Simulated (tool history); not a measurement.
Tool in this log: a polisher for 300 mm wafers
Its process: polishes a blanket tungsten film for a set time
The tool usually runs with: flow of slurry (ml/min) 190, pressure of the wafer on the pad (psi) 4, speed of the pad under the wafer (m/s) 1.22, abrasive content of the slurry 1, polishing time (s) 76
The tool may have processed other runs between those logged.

| run | day | flow of slurry (ml/min) | pressure of the wafer on the pad (psi) | speed of the pad under the wafer (m/s) | abrasive content of the slurry | polishing time (s) | wafers since the last listed run | wafers polished on this pad | hours since the slurry nozzle was cleaned | hours since the head pressure was calibrated | hours since the slurry blender was calibrated | hours since the slurry got fresh peroxide | incoming thickness of the incoming film, nm | film removed (angstrom) |
|---|---|---|---|---|---|---|---|---|---|---|---|---|---|---|
| 1 | 0 | 190 | 4 | 1.46 | 0.85 | 76 | 0 | 648 | 296.4 | 230.8 | 172.8 | 6.7 | 1431.2 | 4173 |
| 2 | 1.904 | 190 | 4 | 1.22 | 1 | 76 | 533 | 1182 | 342.1 | 276.5 | 218.5 | 52.4 | 1427.9 | 3542 |
| 3 | 2.979 | 190 | 4 | 1.22 | 1 | 76 | 300 | 1483 | 367.9 | 302.3 | 244.3 | 78.2 | 1453.6 | 3644 |
|  | 3.454 | slurry blender recalibrated |
| 4 | 4.017 | 190 | 4 | 1.22 | 0.75 | 84 | 267 | 1750 | 392.8 | 327.2 | 13.5 | 103.1 | 1429.1 | 3644 |
|  | 4.879 | worn pad replaced by a new one |
| 5 | 5.767 | 190 | 4 | 1.22 | 0.75 | 84 | 443 | 248 | 434.8 | 369.2 | 55.5 | 145.1 | 1414 | 3570 |
|  | 6.608 | slurry tank refilled with fresh slurry and peroxide |
| 6 | 8.721 | 190 | 4 | 1.22 | 0.75 | 84 | 815 | 1063 | 505.7 | 440.1 | 126.4 | 50.7 | 1454.5 | 3681 |
|  | 10.467 | head pressure recalibrated |
| 7 | 11.258 | 190 | 4 | 1.22 | 0.9 | 76 | 687 | 1750 | 566.6 | 19 | 187.3 | 111.6 | 1438.1 | 3513 |
|  | 11.971 | worn pad replaced by a new one |
|  | 12.533 | slurry blender recalibrated |
| 8 | 12.904 | 150 | 4 | 1.22 | 1 | 76 | 390 | 237 | 606.1 | 58.5 | 8.9 | 151.1 | 1436.7 | 3347 |
|  | 13.546 | slurry tank refilled with fresh slurry and peroxide |
|  | 14.517 | slurry nozzle cleaned |
| 9 | 14.742 | 150 | 4 | 1.22 | 1 | 76 | 491 | 728 | 5.4 | 102.6 | 53 | 28.7 | 1458.2 | 3715 |
| 10 | 16.338 | 225 | 4.9 | 1.22 | 1 | 96 | 446 | 1175 | 43.7 | 140.9 | 91.3 | 67 | 1444.1 | 6109 |
|  | 18.25 | worn pad replaced by a new one |
| 11 | 18.358 | 190 | 4 | 1.02 | 1 | 76 | 519 | 30 | 92.2 | 189.4 | 139.8 | 115.5 | 1428.5 | 3158 |
| 12 | 21.042 | 190 | 4 | 1.22 | 1 | 76 | 751 | 782 | 156.6 | 253.8 | 204.2 | 179.9 | 1413.6 | 3718 |
|  | 21.938 | slurry tank refilled with fresh slurry and peroxide |
|  | 22.479 | slurry blender recalibrated |
| 13 | 23.871 | 220 | 4 | 1.22 | 0.75 | 76 | 757 | 1539 | 224.5 | 321.7 | 33.4 | 46.4 | 1427.2 | 3652 |
| 14 | 24.962 | 190 | 2.9 | 1.22 | 1 | 76 | 305 | 1844 | 250.7 | 347.9 | 59.6 | 72.6 | 1421.9 | 2685 |
|  | 25.179 | worn pad replaced by a new one |
| 15 | 26.05 | 210 | 4 | 1.22 | 1.1 | 76 | 257 | 244 | 276.8 | 374 | 85.7 | 98.7 | 1431.4 | 3725 |
| 16 | 27.879 | 190 | 4 | 1.22 | 1 | 76 | 512 | 756 | 320.7 | 417.9 | 129.6 | 142.6 | 1428.1 | 3595 |
|  | 29.525 | head pressure recalibrated |
|  | 29.529 | slurry tank refilled with fresh slurry and peroxide |
| 17 | 29.971 | 165 | 4.7 | 1.22 | 1 | 76 | 561 | 1317 | 370.9 | 10.7 | 179.8 | 10.6 | 1434.3 | 4020 |
| 18 | 31.046 | 225 | 4.9 | 1.22 | 1 | 96 | 300 | 1618 | 396.7 | 36.5 | 205.6 | 36.4 | 1463.1 | 5910 |
|  | 32.217 | worn pad replaced by a new one |
| 19 | 32.925 | 215 | 4.7 | 1.62 | 1 | 65 | 479 | 198 | 441.8 | 81.6 | 250.7 | 81.5 | 1418.3 | 4957 |

Branching from run 19: 3 alternative next runs. What would each branch give?
| A | 32.946 | 190 | 4 | 1.22 | 1 | 76 | 5 | 204 | 442.3 | 82.1 | 251.2 | 82 | 1419.1 | ? |
| B | 32.946 | 190 | 4.4 | 1.22 | 1.1 | 76 | 5 | 204 | 442.3 | 82.1 | 251.2 | 82 | 1419.1 | ? |
| C | 32.946 | 210 | 4 | 1.06 | 1 | 76 | 5 | 204 | 442.3 | 82.1 | 251.2 | 82 | 1419.1 | ? |

| run | film removed (angstrom) |
|---|---|
| A | 3575 |
| B | 4021 |
| C | 3180 |
Without the tool's hidden state the same runs would have given:
| run | film removed (angstrom) |
|---|---|
| A | 3927 |
| B | 4416 |
| C | 3462 |
